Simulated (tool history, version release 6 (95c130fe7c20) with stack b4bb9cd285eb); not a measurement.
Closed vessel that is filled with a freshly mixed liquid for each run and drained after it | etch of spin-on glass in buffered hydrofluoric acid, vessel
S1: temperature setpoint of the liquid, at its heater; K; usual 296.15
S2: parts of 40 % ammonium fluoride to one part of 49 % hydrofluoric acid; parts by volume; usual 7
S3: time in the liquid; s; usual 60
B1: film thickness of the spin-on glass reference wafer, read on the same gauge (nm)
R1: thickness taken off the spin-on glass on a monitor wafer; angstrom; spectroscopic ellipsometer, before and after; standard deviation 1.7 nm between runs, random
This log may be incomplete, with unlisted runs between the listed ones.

run    hour      S1   S2  S3      B1      R1
  1       0  296.15    7  60  110.02    1738
  2   129.7  296.15    7  60  110.02  1701.2
  3     376  296.15    7  60  110.01    1708
  4     477  296.15    7  60  110.01  1692.3
  5   536.4  296.15    7  60  110.01  1687.2
        625  -- thermometer replaced
  6   632.2  296.15    7  60  110.01  1662.4
  7   670.1  296.15    7  60  109.97  1654.2
  8   734.1  296.15    7  60  110.01  1663.2
  9   810.3  296.15    7  60     110    1643
 10   965.1  296.15    7  60     110  1601.4
 11  1057.3  296.15    7  60  110.01  1593.1
 12  1094.3  296.15    7  60  110.02  1579.1
     1156.1  -- hydrofluoric acid flow meter replaced
 13  1169.8  291.15  5.5  75  109.97  2033.2
     1234.5  -- gauge calibrated
 14  1252.5  292.65    5  60  109.98  1961.6
 15  1454.4  292.15  9.5  60  109.99  1031.9
 16  1497.3  296.15    8  60  110.02  1488.8
 17  1542.8  298.65    5  80     110  3554.7
 18    1596  296.15    7  60  109.99  1739.2
     1619.4  -- thermometer replaced
 19    1702  296.15    7  60  110.01  1740.3
 20  1778.5  296.15    5  75  109.98  2902.5
 21  1868.1  296.15    7  80  109.99  2213.9
 22  1967.6  293.65    8  60  109.99  1261.5
 23  2025.9  296.15    7  60  109.99  1701.5
 24  2090.3  293.65    5  90  109.98  2933.4
 25  2179.6  296.15    9  60  110.02  1312.4

Predict each of these 4 candidate next runs independently; none follows another, all start after run 25:
  A  2180.3  298.65    7  60   ?   ?
  B  2180.3  300.65  8.5  85   ?   ?
  C  2180.3  292.65    5  35   ?   ?
  D  2180.3  293.65  5.5  75   ?   ?

run   B1      R1
  A  110    1902
  B  110  2440.8
  C  110  1080.6
  D  110  2258.8
Without the tool's hidden state the same runs would have given:
run      R1
  A  2043.1
  B  2611.9
  C    1143
  D  2389.3
